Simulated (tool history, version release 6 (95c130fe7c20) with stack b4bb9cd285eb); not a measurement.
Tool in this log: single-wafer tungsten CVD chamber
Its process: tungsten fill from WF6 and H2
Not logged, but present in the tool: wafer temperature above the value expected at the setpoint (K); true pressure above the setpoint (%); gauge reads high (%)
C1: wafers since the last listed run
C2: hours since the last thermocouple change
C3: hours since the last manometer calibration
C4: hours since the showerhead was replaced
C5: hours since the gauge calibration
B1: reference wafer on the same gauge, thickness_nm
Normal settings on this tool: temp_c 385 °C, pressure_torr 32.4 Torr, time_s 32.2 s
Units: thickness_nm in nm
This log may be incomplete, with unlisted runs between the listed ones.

run 1 hour=0.0 | temp_c=385 pressure_torr=32.4 time_s=32.2 | C1=0 C2=829.4 C3=611.9 C4=621.9 C5=2666.5 | B1=75.724 | thickness_nm=81.060
run 2 hour=106.4 | temp_c=385 pressure_torr=32.4 time_s=32.2 | C1=2677 C2=935.8 C3=718.3 C4=728.3 C5=2772.9 | B1=75.687 | thickness_nm=82.132
run 3 hour=229.9 | temp_c=385 pressure_torr=32.4 time_s=32.2 | C1=3107 C2=1059.3 C3=841.8 C4=851.8 C5=2896.4 | B1=75.873 | thickness_nm=82.251
run 4 hour=280.6 | temp_c=385 pressure_torr=32.4 time_s=32.2 | C1=1275 C2=1110.0 C3=892.5 C4=902.5 C5=2947.1 | B1=75.642 | thickness_nm=82.308
run 5 hour=356.5 | temp_c=385 pressure_torr=32.4 time_s=34.1 | C1=1909 C2=1185.9 C3=968.4 C4=978.4 C5=3023.0 | B1=75.611 | thickness_nm=87.160
run 6 hour=534.1 | temp_c=385 pressure_torr=32.4 time_s=34.1 | C1=4469 C2=1363.5 C3=1146.0 C4=1156.0 C5=3200.6 | B1=75.676 | thickness_nm=87.615
run 7 hour=600.1 | temp_c=385 pressure_torr=32.4 time_s=32.2 | C1=1660 C2=1429.5 C3=1212.0 C4=1222.0 C5=3266.6 | B1=75.635 | thickness_nm=83.051
run 8 hour=640.9 | temp_c=385 pressure_torr=32.4 time_s=32.2 | C1=1026 C2=1470.3 C3=1252.8 C4=1262.8 C5=3307.4 | B1=75.749 | thickness_nm=82.898
run 9 hour=742.0 | temp_c=379 pressure_torr=32.4 time_s=32.2 | C1=2544 C2=1571.4 C3=1353.9 C4=1363.9 C5=3408.5 | B1=75.787 | thickness_nm=72.709
-- hour=804.9 gauge calibrated
run 10 hour=810.9 | temp_c=379 pressure_torr=32.4 time_s=32.2 | C1=1733 C2=1640.3 C3=1422.8 C4=1432.8 C5=6.0 | B1=75.834 | thickness_nm=72.278
run 11 hour=1109.2 | temp_c=385 pressure_torr=32.4 time_s=36.9 | C1=7506 C2=1938.6 C3=1721.1 C4=1731.1 C5=304.3 | B1=75.771 | thickness_nm=96.092
-- hour=1186.8 capacitance manometer re-zeroed and calibrated
run 12 hour=1191.0 | temp_c=385 pressure_torr=32.4 time_s=36.9 | C1=1857 C2=2020.4 C3=4.2 C4=1812.9 C5=386.1 | B1=75.710 | thickness_nm=93.511
-- hour=1263.5 thermocouple changed; heater temperature recalibrated
run 13 hour=1265.6 | temp_c=370 pressure_torr=35.5 time_s=38.6 | C1=1675 C2=2.1 C3=78.8 C4=1887.5 C5=460.7 | B1=75.765 | thickness_nm=72.419
run 14 hour=1321.2 | temp_c=385 pressure_torr=24.7 time_s=32.2 | C1=1399 C2=57.7 C3=134.4 C4=1943.1 C5=516.3 | B1=75.680 | thickness_nm=69.104
run 15 hour=1529.9 | temp_c=391 pressure_torr=32.4 time_s=32.2 | C1=5251 C2=266.4 C3=343.1 C4=2151.8 C5=725.0 | B1=75.587 | thickness_nm=93.348
run 16 hour=1579.5 | temp_c=385 pressure_torr=32.4 time_s=37.5 | C1=1248 C2=316.0 C3=392.7 C4=2201.4 C5=774.6 | B1=75.564 | thickness_nm=95.412
run 17 hour=1669.3 | temp_c=398 pressure_torr=36.6 time_s=29.8 | C1=2259 C2=405.8 C3=482.5 C4=2291.2 C5=864.4 | B1=75.736 | thickness_nm=108.117
run 18 hour=1775.6 | temp_c=385 pressure_torr=32.4 time_s=37.1 | C1=2674 C2=512.1 C3=588.8 C4=2397.5 C5=970.7 | B1=75.791 | thickness_nm=94.114
run 19 hour=1812.5 | temp_c=385 pressure_torr=32.4 time_s=32.2 | C1=928 C2=549.0 C3=625.7 C4=2434.4 C5=1007.6 | B1=75.704 | thickness_nm=82.968
-- hour=1893.9 showerhead replaced
run 20 hour=1894.4 | temp_c=385 pressure_torr=32.4 time_s=32.2 | C1=1859 C2=630.9 C3=707.6 C4=0.5 C5=1089.5 | B1=75.583 | thickness_nm=83.071
run 21 hour=1981.9 | temp_c=373 pressure_torr=32.4 time_s=32.2 | C1=2201 C2=718.4 C3=795.1 C4=88.0 C5=1177.0 | B1=75.660 | thickness_nm=62.484
run 22 hour=2067.7 | temp_c=385 pressure_torr=32.4 time_s=34.2 | C1=2159 C2=804.2 C3=880.9 C4=173.8 C5=1262.8 | B1=75.681 | thickness_nm=88.102
run 23 hour=2222.5 | temp_c=385 pressure_torr=37.6 time_s=28.3 | C1=3895 C2=959.0 C3=1035.7 C4=328.6 C5=1417.6 | B1=75.857 | thickness_nm=79.561
run 24 hour=2324.3 | temp_c=374 pressure_torr=32.4 time_s=27.3 | C1=2561 C2=1060.8 C3=1137.5 C4=430.4 C5=1519.4 | B1=75.687 | thickness_nm=54.792
run 25 hour=2384.1 | temp_c=377 pressure_torr=26.4 time_s=35.2 | C1=1504 C2=1120.6 C3=1197.3 C4=490.2 C5=1579.2 | B1=75.658 | thickness_nm=67.523
run 26 hour=2449.8 | temp_c=385 pressure_torr=25.0 time_s=32.2 | C1=1653 C2=1186.3 C3=1263.0 C4=555.9 C5=1644.9 | B1=75.774 | thickness_nm=71.120
run 27 hour=2544.3 | temp_c=385 pressure_torr=32.4 time_s=27.5 | C1=2378 C2=1280.8 C3=1357.5 C4=650.4 C5=1739.4 | B1=75.786 | thickness_nm=71.381
run 28 hour=2639.6 | temp_c=385 pressure_torr=24.5 time_s=32.2 | C1=2398 C2=1376.1 C3=1452.8 C4=745.7 C5=1834.7 | B1=75.759 | thickness_nm=70.353
run 29 hour=2738.1 | temp_c=378 pressure_torr=32.4 time_s=30.3 | C1=2478 C2=1474.6 C3=1551.3 C4=844.2 C5=1933.2 | B1=75.613 | thickness_nm=67.179
run 30 hour=2829.6 | temp_c=379 pressure_torr=27.4 time_s=29.0 | C1=2302 C2=1566.1 C3=1642.8 C4=935.7 C5=2024.7 | B1=75.493 | thickness_nm=59.154
run 31 hour=2904.5 | temp_c=376 pressure_torr=37.2 time_s=32.2 | C1=1884 C2=1641.0 C3=1717.7 C4=1010.6 C5=2099.6 | B1=75.705 | thickness_nm=74.370
run 32 hour=2964.8 | temp_c=375 pressure_torr=24.4 time_s=32.2 | C1=1517 C2=1701.3 C3=1778.0 C4=1070.9 C5=2159.9 | B1=75.711 | thickness_nm=55.862
run 33 hour=3008.3 | temp_c=385 pressure_torr=32.4 time_s=32.2 | C1=1094 C2=1744.8 C3=1821.5 C4=1114.4 C5=2203.4 | B1=75.785 | thickness_nm=85.183
run 34 hour=3052.2 | temp_c=385 pressure_torr=32.4 time_s=32.2 | C1=1104 C2=1788.7 C3=1865.4 C4=1158.3 C5=2247.3 | B1=75.651 | thickness_nm=84.481

For some of the steps in thickness_nm from one run to the next: how much would appear even if the tool had no hidden state, given the settings, what came in and random variation, and how much remains for the hidden state plus any gauge scatter that the measured result and the result without hidden state don't share?
Run 10 -> 11: temp_c 379 -> 385, time_s 32.2 -> 36.9. thickness_nm +23.814 nm: hidden state +1.209, all else +22.605.
Run 11 -> 12: capacitance manometer re-zeroed and calibrated. thickness_nm -2.581 nm: hidden state -2.871, all else +0.290.
Run 21 -> 22: temp_c 373 -> 385, time_s 32.2 -> 34.2. thickness_nm +25.618 nm: hidden state +0.662, all else +24.956.
Run 23 -> 24: temp_c 385 -> 374, pressure_torr 37.6 -> 32.4, time_s 28.3 -> 27.3. thickness_nm -24.769 nm: hidden state -0.462, all else -24.307.
Run 32 -> 33: temp_c 375 -> 385, pressure_torr 24.4 -> 32.4. thickness_nm +29.321 nm: hidden state +1.185, all else +28.136.
